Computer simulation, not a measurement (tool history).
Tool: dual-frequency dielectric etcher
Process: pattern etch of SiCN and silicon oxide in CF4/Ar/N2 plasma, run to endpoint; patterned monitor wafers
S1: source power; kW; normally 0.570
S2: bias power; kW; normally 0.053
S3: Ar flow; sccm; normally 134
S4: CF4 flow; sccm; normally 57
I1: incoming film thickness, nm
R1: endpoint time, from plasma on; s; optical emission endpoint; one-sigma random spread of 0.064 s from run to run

run	hour	S1	S2	S3	S4	I1	R1
1	0.0	0.570	0.045	134	57	11.83	14.2
2	105.0	0.570	0.045	134	57	11.93	14.3
3	171.0	0.570	0.053	134	57	11.91	13.6
4	486.8	0.570	0.053	134	57	12.00	13.7
5	560.5	0.570	0.053	134	57	11.94	13.8
6	655.4	0.570	0.053	134	64	11.81	13.3
7	858.5	0.570	0.053	134	57	11.94	13.7
8	962.0	0.470	0.053	155	57	11.76	16.1
9	1003.5	0.570	0.053	153	49	11.96	14.3
10	1054.8	0.470	0.064	108	68	11.92	14.1
11	1092.9	0.480	0.057	124	66	11.89	14.8
12	1136.3	0.530	0.063	148	51	11.96	14.3
13	1219.6	0.490	0.053	134	57	12.02	15.6
14	1277.2	0.570	0.053	134	65	11.89	13.4
15	1348.5	0.570	0.053	134	57	11.92	13.8
16	1446.9	0.510	0.046	163	57	11.81	16.0
17	1710.9	0.530	0.063	148	51	11.93	14.0
18	1789.2	0.570	0.053	134	57	11.81	13.5
19	1858.8	0.570	0.053	157	70	11.95	13.6
20	1966.4	0.570	0.053	134	49	11.92	13.7
21	2026.7	0.570	0.053	134	57	11.94	13.5
22	2087.3	0.570	0.053	134	57	11.72	13.2
23	2175.3	0.700	0.053	134	57	11.88	11.6

Taken out of this log: 7 entries between the listed runs. Where each belongs, and how the hidden state differs across it:
After run 1, before run 2: Ar flow controller replaced (hour 70.9)
  bias power that arrives over what is set, %: -2.12 -> -2.32
After run 3, before run 4: wet clean of the chamber (hour 292.9)
  bias power that arrives over what is set, %: -2.45 -> -3.07
After run 6, before run 7: CF4 flow controller replaced (hour 682.8); source power generator calibrated (hour 736.6)
  bias power that arrives over what is set, %: -3.4 -> -3.8
After run 7, before run 8: wet clean of the chamber (hour 930.1)
  bias power that arrives over what is set, %: -3.8 -> -4
After run 16, before run 17: bias power generator calibrated (hour 1515.8); wet clean of the chamber (hour 1605.5)
  bias power that arrives over what is set, %: -4.95 -> -0.738

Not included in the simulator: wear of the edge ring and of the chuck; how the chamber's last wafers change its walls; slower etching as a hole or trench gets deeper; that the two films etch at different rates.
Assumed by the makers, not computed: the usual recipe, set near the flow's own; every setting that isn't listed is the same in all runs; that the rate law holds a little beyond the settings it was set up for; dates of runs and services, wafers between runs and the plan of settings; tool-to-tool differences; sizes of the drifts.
